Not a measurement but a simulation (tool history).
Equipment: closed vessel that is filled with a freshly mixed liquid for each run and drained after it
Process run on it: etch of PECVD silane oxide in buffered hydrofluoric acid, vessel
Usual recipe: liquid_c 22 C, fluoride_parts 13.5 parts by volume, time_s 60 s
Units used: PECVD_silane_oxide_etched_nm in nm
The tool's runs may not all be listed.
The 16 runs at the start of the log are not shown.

run,hour,liquid_c,fluoride_parts,time_s,wafers since the last listed run,hours since the thermometer was replaced,hours since the hydrofluoric acid flow meter was replaced,hours since the gauge calibration,"read-back film thickness of the PECVD silane oxide reference wafer, read on the same gauge (nm)",PECVD_silane_oxide_etched_nm
17,699.1,20,18.5,70,5307,395.9,143.2,1312.3,50,77.8
18,745.1,22,13.5,60,5003,441.9,189.2,1358.3,50,102.43
19,769.7,17,12,70,2675,466.5,213.8,1382.9,49.97,100.82
# hour 807.5: gauge calibrated
20,840.3,19.5,11,60,7679,537.1,284.4,32.8,49.99,108.83
21,885.5,22,19,60,4916,582.3,329.6,78,49.99,72.94
22,922.9,17,11,60,4067,619.7,367,115.4,50.01,93.55
23,980.7,22,13.5,60,6286,677.5,424.8,173.2,49.99,100.74
24,1038.4,20,13.5,90,6275,735.2,482.5,230.9,49.98,135.27
25,1066.1,24,13.5,60,3012,762.9,510.2,258.6,49.99,112.18
26,1122.9,23.5,18,40,6178,819.7,567,315.4,50.01,54.6
27,1177.1,22,16.5,80,5895,873.9,621.2,369.6,50.02,109.41
28,1220.4,22,18,45,4709,917.2,664.5,412.9,49.98,56.28
29,1289.5,22,13.5,50,7515,986.3,733.6,482,49.98,81.79
# hour 1340.1: hydrofluoric acid flow meter replaced
30,1346.3,26.5,11,60,6069,1043.1,6.2,538.8,50.02,159.53
31,1376.3,22,8,60,3263,1073.1,36.2,568.8,49.99,170.19

Forecast each of these 5 alternatives for the next run:
A,1377,22,13.5,60,76,1073.8,36.9,569.5,?,?
B,1377,23.5,9.5,80,76,1073.8,36.9,569.5,?,?
C,1377,22,8.5,45,76,1073.8,36.9,569.5,?,?
D,1377,19,15,60,76,1073.8,36.9,569.5,?,?
E,1377,24,15,35,76,1073.8,36.9,569.5,?,?

run,"read-back film thickness of the PECVD silane oxide reference wafer, read on the same gauge (nm)",PECVD_silane_oxide_etched_nm
A,49.99,102.67
B,49.99,206.17
C,49.99,117.33
D,49.99,78.29
E,49.99,60.28
With the hidden condition removed and each run's random variation left untouched, the same runs would have given:
run,PECVD_silane_oxide_etched_nm
A,103.12
B,206.74
C,117.88
D,78.63
E,60.54
